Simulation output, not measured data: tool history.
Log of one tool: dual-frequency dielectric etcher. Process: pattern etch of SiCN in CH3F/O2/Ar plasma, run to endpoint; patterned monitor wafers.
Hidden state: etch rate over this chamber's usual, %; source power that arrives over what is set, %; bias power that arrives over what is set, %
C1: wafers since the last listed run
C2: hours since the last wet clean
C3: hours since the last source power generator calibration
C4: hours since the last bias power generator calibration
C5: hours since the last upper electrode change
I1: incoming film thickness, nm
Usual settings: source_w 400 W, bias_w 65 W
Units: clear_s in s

run 1 day=0 | source_w=370 bias_w=65 | C1=0 C2=261.6 C3=1853.6 C4=2258.6 C5=5701.5 | I1=10.36 | clear_s=29.9
run 2 day=0.462 | source_w=400 bias_w=65 | C1=90 C2=272.7 C3=1864.7 C4=2269.7 C5=5712.6 | I1=10.47 | clear_s=29.5
run 3 day=0.917 | source_w=400 bias_w=65 | C1=88 C2=283.6 C3=1875.6 C4=2280.6 C5=5723.5 | I1=10.41 | clear_s=29.2
run 4 day=1.196 | source_w=440 bias_w=71 | C1=54 C2=290.3 C3=1882.3 C4=2287.3 C5=5730.2 | I1=10.39 | clear_s=27.5
run 5 day=1.904 | source_w=400 bias_w=77 | C1=138 C2=307.3 C3=1899.3 C4=2304.3 C5=5747.2 | I1=10.19 | clear_s=27.4
run 6 day=2.404 | source_w=400 bias_w=77 | C1=97 C2=319.3 C3=1911.3 C4=2316.3 C5=5759.2 | I1=10.45 | clear_s=28.2
-- day=3.479 upper electrode replaced, of another model than before
run 7 day=3.5 | source_w=400 bias_w=77 | C1=18 C2=345.6 C3=1937.6 C4=2342.6 C5=0.5 | I1=10.43 | clear_s=27.7
run 8 day=3.517 | source_w=400 bias_w=65 | C1=3 C2=346 C3=1938 C4=2343 C5=0.9 | I1=10.37 | clear_s=29.4
-- day=3.938 bias power generator calibrated
run 9 day=3.958 | source_w=380 bias_w=75 | C1=53 C2=356.6 C3=1948.6 C4=0.5 C5=11.5 | I1=10.42 | clear_s=28.7
run 10 day=4.3 | source_w=440 bias_w=74 | C1=66 C2=364.8 C3=1956.8 C4=8.7 C5=19.7 | I1=10.44 | clear_s=26.9
run 11 day=4.908 | source_w=440 bias_w=74 | C1=119 C2=379.4 C3=1971.4 C4=23.3 C5=34.3 | I1=10.42 | clear_s=26.8
run 12 day=6.096 | source_w=310 bias_w=57 | C1=232 C2=407.9 C3=1999.9 C4=51.8 C5=62.8 | I1=10.37 | clear_s=34.8
run 13 day=6.729 | source_w=370 bias_w=65 | C1=123 C2=423.1 C3=2015.1 C4=67 C5=78 | I1=10.37 | clear_s=30.7
-- day=6.912 source power generator calibrated
-- day=7.75 wet clean of the chamber
run 14 day=7.771 | source_w=400 bias_w=65 | C1=7 C2=0.5 C3=20.6 C4=92 C5=103 | I1=10.28 | clear_s=27.5
run 15 day=7.783 | source_w=430 bias_w=65 | C1=2 C2=0.8 C3=20.9 C4=92.3 C5=103.3 | I1=10.41 | clear_s=27.2
run 16 day=7.958 | source_w=480 bias_w=77 | C1=34 C2=5 C3=25.1 C4=96.5 C5=107.5 | I1=10.46 | clear_s=24.3
run 17 day=8.658 | source_w=370 bias_w=65 | C1=137 C2=21.8 C3=41.9 C4=113.3 C5=124.3 | I1=10.36 | clear_s=29.4
run 18 day=8.933 | source_w=400 bias_w=65 | C1=53 C2=28.4 C3=48.5 C4=119.9 C5=130.9 | I1=10.38 | clear_s=28
run 19 day=9.429 | source_w=440 bias_w=79 | C1=97 C2=40.3 C3=60.4 C4=131.8 C5=142.8 | I1=10.37 | clear_s=25.1
run 20 day=9.796 | source_w=400 bias_w=56 | C1=71 C2=49.1 C3=69.2 C4=140.6 C5=151.6 | I1=10.57 | clear_s=30.2
run 21 day=10.533 | source_w=480 bias_w=65 | C1=144 C2=66.8 C3=86.9 C4=158.3 C5=169.3 | I1=10.38 | clear_s=25.7
run 22 day=11.058 | source_w=330 bias_w=73 | C1=102 C2=79.4 C3=99.5 C4=170.9 C5=181.9 | I1=10.5 | clear_s=30.1

What the log doesn't show, run by run:
source power that arrives over what is set, %: 0 in every run
bias power that arrives over what is set, %: 0 in every run
H1: etch rate over this chamber's usual, %
run=1 H1=-2.9
run=2 H1=-3.03
run=3 H1=-3.16
run=4 H1=-3.23
run=5 H1=-3.43
run=6 H1=-3.56
run=7 H1=-3.86
run=8 H1=-3.87
run=9 H1=-3.99
run=10 H1=-4.08
run=11 H1=-4.25
run=12 H1=-4.58
run=13 H1=-4.75
run=14 H1=0.556
run=15 H1=0.553
run=16 H1=0.505
run=17 H1=0.313
run=18 H1=0.237
run=19 H1=0.101
run=20 H1=0.000602
run=21 H1=-0.202
run=22 H1=-0.346
